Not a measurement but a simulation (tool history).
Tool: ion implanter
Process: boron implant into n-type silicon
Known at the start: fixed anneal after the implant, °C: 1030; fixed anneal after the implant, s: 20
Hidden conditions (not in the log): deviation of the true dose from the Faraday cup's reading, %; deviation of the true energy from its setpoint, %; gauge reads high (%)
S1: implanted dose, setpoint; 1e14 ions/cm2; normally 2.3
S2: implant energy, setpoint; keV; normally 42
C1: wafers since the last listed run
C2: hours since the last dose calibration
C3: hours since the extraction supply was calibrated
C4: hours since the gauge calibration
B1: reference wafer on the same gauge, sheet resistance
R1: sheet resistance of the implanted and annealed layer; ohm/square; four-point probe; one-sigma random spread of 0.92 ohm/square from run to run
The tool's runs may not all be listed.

| run | hour | S1 | S2 | C1 | C2 | C3 | C4 | B1 | R1 |
|---|---|---|---|---|---|---|---|---|---|
| 1 | 0 | 2.72 | 35.5 | 0 | 582.7 | 1608.7 | 72.9 | 403.19 | 350.75 |
| 2 | 8.2 | 2.3 | 42 | 98 | 590.9 | 1616.9 | 81.1 | 402.94 | 389.23 |
| 3 | 22 | 2.3 | 42 | 165 | 604.7 | 1630.7 | 94.9 | 402.84 | 389.94 |
| 4 | 30.8 | 2.3 | 46.5 | 105 | 613.5 | 1639.5 | 103.7 | 403.02 | 384.2 |
| 5 | 42 | 2.61 | 51.5 | 134 | 624.7 | 1650.7 | 114.9 | 403.35 | 342.11 |
|  | 45.7 | gauge calibrated |
| 6 | 53.1 | 2.3 | 42 | 132 | 635.8 | 1661.8 | 7.4 | 402.68 | 389.23 |
| 7 | 70.8 | 2.3 | 42 | 211 | 653.5 | 1679.5 | 25.1 | 403.47 | 388.84 |
| 8 | 87.3 | 2.3 | 42 | 197 | 670 | 1696 | 41.6 | 402.76 | 388.49 |
| 9 | 94.8 | 2.3 | 42 | 89 | 677.5 | 1703.5 | 49.1 | 403.16 | 388.91 |
| 10 | 101.5 | 2.3 | 42 | 80 | 684.2 | 1710.2 | 55.8 | 403.12 | 386.78 |
| 11 | 119.1 | 2.3 | 42 | 210 | 701.8 | 1727.8 | 73.4 | 402.67 | 388.76 |
| 12 | 125.4 | 2.04 | 46.5 | 75 | 708.1 | 1734.1 | 79.7 | 402.85 | 419.36 |
| 13 | 133.6 | 1.78 | 34 | 98 | 716.3 | 1742.3 | 87.9 | 403.19 | 485.25 |
|  | 147.5 | extraction supply calibrated |
| 14 | 148 | 2.3 | 42 | 76 | 730.7 | 0.5 | 102.3 | 402.77 | 385.44 |
| 15 | 158.2 | 2.02 | 49.5 | 122 | 740.9 | 10.7 | 112.5 | 402.81 | 416.23 |
|  | 165.2 | gauge calibrated |
|  | 175.1 | Faraday cup replaced and dose calibrated |
| 16 | 175.6 | 1.87 | 34 | 112 | 0.5 | 28.1 | 10.4 | 402.71 | 477.04 |
| 17 | 182.3 | 2.3 | 56.5 | 80 | 7.2 | 34.8 | 17.1 | 403.29 | 379.09 |
| 18 | 200.1 | 2.3 | 42 | 213 | 25 | 52.6 | 34.9 | 403.15 | 397.84 |
| 19 | 210 | 2.02 | 49.5 | 118 | 34.9 | 62.5 | 44.8 | 403.1 | 426.78 |
| 20 | 217.6 | 2.3 | 42 | 90 | 42.5 | 70.1 | 52.4 | 403.11 | 395.47 |
| 21 | 231.1 | 2.79 | 51.5 | 161 | 56 | 83.6 | 65.9 | 402.74 | 332.4 |
| 22 | 242.3 | 2.97 | 28 | 134 | 67.2 | 94.8 | 77.1 | 403.07 | 338.54 |

Branching from run 22: 4 alternative next runs. What would each branch give?
| A | 242.7 | 2.3 | 42 | 4 | 67.6 | 95.2 | 77.5 | ? | ? |
| B | 242.7 | 2.98 | 53.5 | 4 | 67.6 | 95.2 | 77.5 | ? | ? |
| C | 242.7 | 2.3 | 54.5 | 4 | 67.6 | 95.2 | 77.5 | ? | ? |
| D | 242.7 | 1.62 | 35 | 4 | 67.6 | 95.2 | 77.5 | ? | ? |

| run | B1 | R1 |
|---|---|---|
| A | 403.39 | 396.58 |
| B | 403.39 | 313.98 |
| C | 403.39 | 382.54 |
| D | 403.39 | 531.38 |
With the hidden condition removed and each run's random variation left untouched, the same runs would have given:
| run | R1 |
|---|---|
| A | 397.3 |
| B | 314.57 |
| C | 383.23 |
| D | 532.33 |
